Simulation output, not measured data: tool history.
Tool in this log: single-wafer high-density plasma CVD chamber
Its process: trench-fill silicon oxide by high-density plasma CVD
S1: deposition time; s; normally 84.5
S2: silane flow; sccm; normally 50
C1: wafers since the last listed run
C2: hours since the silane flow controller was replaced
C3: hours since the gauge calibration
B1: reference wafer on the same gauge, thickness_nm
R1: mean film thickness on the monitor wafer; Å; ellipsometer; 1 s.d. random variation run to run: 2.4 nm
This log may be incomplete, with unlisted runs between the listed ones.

run	day	S1	S2	C1	C2	C3	B1	R1
1	0	84.5	50	0	1416.9	265.2	347.826	4290.37
2	3.458	84.5	50	1555	1499.9	348.2	348.191	4313.46
3	6.075	84.5	50	1176	1562.7	411	347.715	4340.72
4	9.642	84.5	50	1604	1648.3	496.6	347.256	4336.91
5	11.567	84.5	53	865	1694.5	542.8	348.74	4577.22
# day 12.262: gauge calibrated
6	14.254	84.5	53	1208	1759	47.8	346.874	4606.01
# day 14.658: silane flow controller replaced
7	15.917	84.5	53	597	30.2	87.7	348.262	4438.21
8	26.358	84.5	50	4696	280.8	338.3	347.8	4196.34
9	29.046	84.5	50	1208	345.3	402.8	348.041	4238.26
10	31.467	79.1	60	1088	403.4	460.9	347.968	4790.79
11	34.283	101.4	59	1266	471	528.5	348.305	5955.99
# day 35.017: gauge calibrated
12	37.846	84.5	56	1602	556.5	67.9	347.888	4727.04
13	41.875	70.1	50	1812	653.2	164.6	347.417	3448.33
14	46.396	98.9	54	2033	761.7	273.1	348.317	5328.26
15	48.125	84.5	54	777	803.2	314.6	347.727	4558.12

What differs in the tool's unlogged condition from the final listed run ahead of each entry between runs to the first listed run following it?
Between runs 5 and 6: gauge calibrated (day 12.262)
  delivered silane flow above the setpoint (%): 3.69 -> 3.99
  measured minus no-state result, R1: +162.92 -> +176.68 Å
Between runs 6 and 7: silane flow controller replaced (day 14.658)
  delivered silane flow above the setpoint (%): 3.99 -> 0.417
  measured minus no-state result, R1: +176.68 -> +18.44 Å
Between runs 11 and 12: gauge calibrated (day 35.017)
  delivered silane flow above the setpoint (%): 0.713 -> 0.831
  measured minus no-state result, R1: +42.17 -> +38.94 Å

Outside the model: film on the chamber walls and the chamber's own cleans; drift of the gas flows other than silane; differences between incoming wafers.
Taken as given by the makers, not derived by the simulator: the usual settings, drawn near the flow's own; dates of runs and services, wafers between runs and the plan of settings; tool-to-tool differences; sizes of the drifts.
